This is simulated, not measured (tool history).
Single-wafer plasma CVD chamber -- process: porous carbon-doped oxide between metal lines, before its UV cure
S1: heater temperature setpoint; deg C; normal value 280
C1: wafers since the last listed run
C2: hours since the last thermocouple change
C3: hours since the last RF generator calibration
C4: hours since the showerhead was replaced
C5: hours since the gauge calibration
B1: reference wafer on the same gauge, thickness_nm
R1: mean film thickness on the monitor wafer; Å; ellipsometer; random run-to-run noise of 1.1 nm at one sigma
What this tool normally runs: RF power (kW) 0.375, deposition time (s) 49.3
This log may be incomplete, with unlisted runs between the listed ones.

run 1 hour=0 | S1=270 RF_power_(kW)=0.375 deposition_time_(s)=49.3 | C1=0 C2=1113.6 C3=550.6 C4=3554.2 C5=293.5 | B1=228.146 | R1=2265.87
run 2 hour=55 | S1=270 RF_power_(kW)=0.375 deposition_time_(s)=49.3 | C1=1229 C2=1168.6 C3=605.6 C4=3609.2 C5=348.5 | B1=228.398 | R1=2257.28
run 3 hour=110.1 | S1=280 RF_power_(kW)=0.39 deposition_time_(s)=55.6 | C1=1231 C2=1223.7 C3=660.7 C4=3664.3 C5=403.6 | B1=228.135 | R1=2471.17
run 4 hour=181.5 | S1=280 RF_power_(kW)=0.39 deposition_time_(s)=55.6 | C1=1595 C2=1295.1 C3=732.1 C4=3735.7 C5=475 | B1=227.939 | R1=2434.22
run 5 hour=233.2 | S1=280 RF_power_(kW)=0.39 deposition_time_(s)=55.6 | C1=1155 C2=1346.8 C3=783.8 C4=3787.4 C5=526.7 | B1=228.157 | R1=2441.96
run 6 hour=302.7 | S1=280 RF_power_(kW)=0.39 deposition_time_(s)=49.3 | C1=1553 C2=1416.3 C3=853.3 C4=3856.9 C5=596.2 | B1=228.213 | R1=2159.53
-- hour=319.1 showerhead replaced
run 7 hour=336.9 | S1=285 RF_power_(kW)=0.375 deposition_time_(s)=49.3 | C1=585 C2=1450.5 C3=887.5 C4=17.8 C5=630.4 | B1=228.325 | R1=2046.54
-- hour=346.2 gauge calibrated
run 8 hour=398.6 | S1=290 RF_power_(kW)=0.43 deposition_time_(s)=53.5 | C1=1378 C2=1512.2 C3=949.2 C4=79.5 C5=52.4 | B1=228.093 | R1=2385.87
-- hour=427.1 thermocouple changed; heater temperature recalibrated
run 9 hour=432.9 | S1=280 RF_power_(kW)=0.39 deposition_time_(s)=55.6 | C1=587 C2=5.8 C3=983.5 C4=113.8 C5=86.7 | B1=228.094 | R1=2395.35
-- hour=474.9 RF generator calibrated
run 10 hour=475.4 | S1=293 RF_power_(kW)=0.43 deposition_time_(s)=49.3 | C1=771 C2=48.3 C3=0.5 C4=156.3 C5=129.2 | B1=227.998 | R1=2273.68
run 11 hour=501.7 | S1=280 RF_power_(kW)=0.41 deposition_time_(s)=49.3 | C1=587 C2=74.6 C3=26.8 C4=182.6 C5=155.5 | B1=228.063 | R1=2337.07
run 12 hour=539.6 | S1=292 RF_power_(kW)=0.435 deposition_time_(s)=55.4 | C1=847 C2=112.5 C3=64.7 C4=220.5 C5=193.4 | B1=228.081 | R1=2566.64
run 13 hour=568.1 | S1=280 RF_power_(kW)=0.4 deposition_time_(s)=49.3 | C1=636 C2=141 C3=93.2 C4=249 C5=221.9 | B1=227.87 | R1=2301.82
run 14 hour=678.4 | S1=288 RF_power_(kW)=0.44 deposition_time_(s)=46.3 | C1=2465 C2=251.3 C3=203.5 C4=359.3 C5=332.2 | B1=228.109 | R1=2213.7

Selected run-to-run steps in R1, each split into two signed amounts: the part the tool would show with no hidden state at all (from settings, incoming material and random variation), and the remainder, which goes to the hidden state together with any gauge scatter not common to the measured and the hidden-state-free results:
The tool's hidden condition here consists of: wafer temperature above the value expected at the setpoint (K); delivered RF power above the setpoint (%); gauge reads high (%).
Run 7 -> 8: S1 285 -> 290, RF power (kW) 0.375 -> 0.43, deposition time (s) 49.3 -> 53.5, gauge calibrated. R1 +339.33 Å: hidden state -27.52, all else +366.85.
Run 9 -> 10: S1 280 -> 293, RF power (kW) 0.39 -> 0.43, deposition time (s) 55.6 -> 49.3, RF generator calibrated. R1 -121.67 Å: hidden state +137.28, all else -258.95.

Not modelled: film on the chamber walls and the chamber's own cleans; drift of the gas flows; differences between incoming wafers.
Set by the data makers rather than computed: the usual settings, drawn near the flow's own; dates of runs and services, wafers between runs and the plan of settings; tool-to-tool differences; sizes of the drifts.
